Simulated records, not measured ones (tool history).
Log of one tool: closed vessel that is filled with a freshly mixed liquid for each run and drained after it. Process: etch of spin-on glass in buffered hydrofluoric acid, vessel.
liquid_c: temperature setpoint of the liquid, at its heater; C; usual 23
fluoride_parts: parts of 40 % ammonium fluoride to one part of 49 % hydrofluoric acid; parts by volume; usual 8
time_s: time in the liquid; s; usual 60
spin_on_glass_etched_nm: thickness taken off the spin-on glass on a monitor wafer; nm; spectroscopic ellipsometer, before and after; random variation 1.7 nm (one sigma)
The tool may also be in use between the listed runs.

run	hour	liquid_c	fluoride_parts	time_s	read-back film thickness of the spin-on glass reference wafer, read on the same gauge (nm)	spin_on_glass_etched_nm
1	0	23	8	60	110.01	279.21
2	51	23	8	60	110.02	276.41
3	87.4	23	8	60	110	276.2
4	185.5	23	7	60	110.03	320.21
# hour 219.5: thermometer replaced
5	286.2	23	7	60	109.95	338.44
6	366.4	23	7	60	110.01	339.35
7	416.6	23	8	60	110.03	288.93
8	516.5	23	8	60	109.98	292.22
9	584	23	8	60	109.97	292.92
10	652.2	23	8	60	109.98	284.98
11	748.3	23	8	60	110.03	286.48
12	824.6	23	8	60	109.98	285.73
# hour 886.6: gauge calibrated
13	920.3	23	8	60	110.01	284.37
# hour 963.1: hydrofluoric acid flow meter replaced
14	989.3	23	8	60	110.02	282.94
15	1078.3	23	8	60	110.03	278.52
16	1157.4	23	8	40	110.06	187.16
17	1242.5	19.5	5.5	80	110	435
18	1294	23	8	85	110	395.31
19	1370.9	23	8	60	109.96	279.58
# hour 1491.3: thermometer replaced
20	1494.9	20.5	10	60	109.95	212.37
21	1581.6	23	8	60	110.01	291.95
22	1772	26	6.5	50	110	355.15
23	1832.5	21	11	60	109.98	197.07
24	1876.8	23	8	60	110.03	288.47
25	1956.8	23	8	60	110.03	289.4
26	2032.9	21.5	5.5	80	110	495.05
27	2074.3	19.5	8	70	109.99	272.51
28	2128.8	27.5	10	35	109.99	175.87
29	2169.8	23	10.5	60	110.02	225.93
30	2237.3	23	8	60	109.99	279.16

The same runs without the tool's hidden state, with the same run-to-run variation:
The hidden state here: liquid colder than its thermometer reads (K); hydrofluoric acid flow above the setpoint (%); gauge reads high (%).
run	spin_on_glass_etched_nm
1	295.49
2	293.33
3	293.6
4	342.07
5	340.3
6	342.72
7	292.44
8	297.23
9	298.94
10	291.95
11	294.79
12	295.14
13	295.2
14	294.68
15	291.36
16	196.55
17	459.39
18	417.9
19	296.7
20	213.32
21	294.52
22	361.51
23	201.29
24	295.2
25	297.46
26	510.93
27	281.86
28	182.08
29	234.67
30	290.91
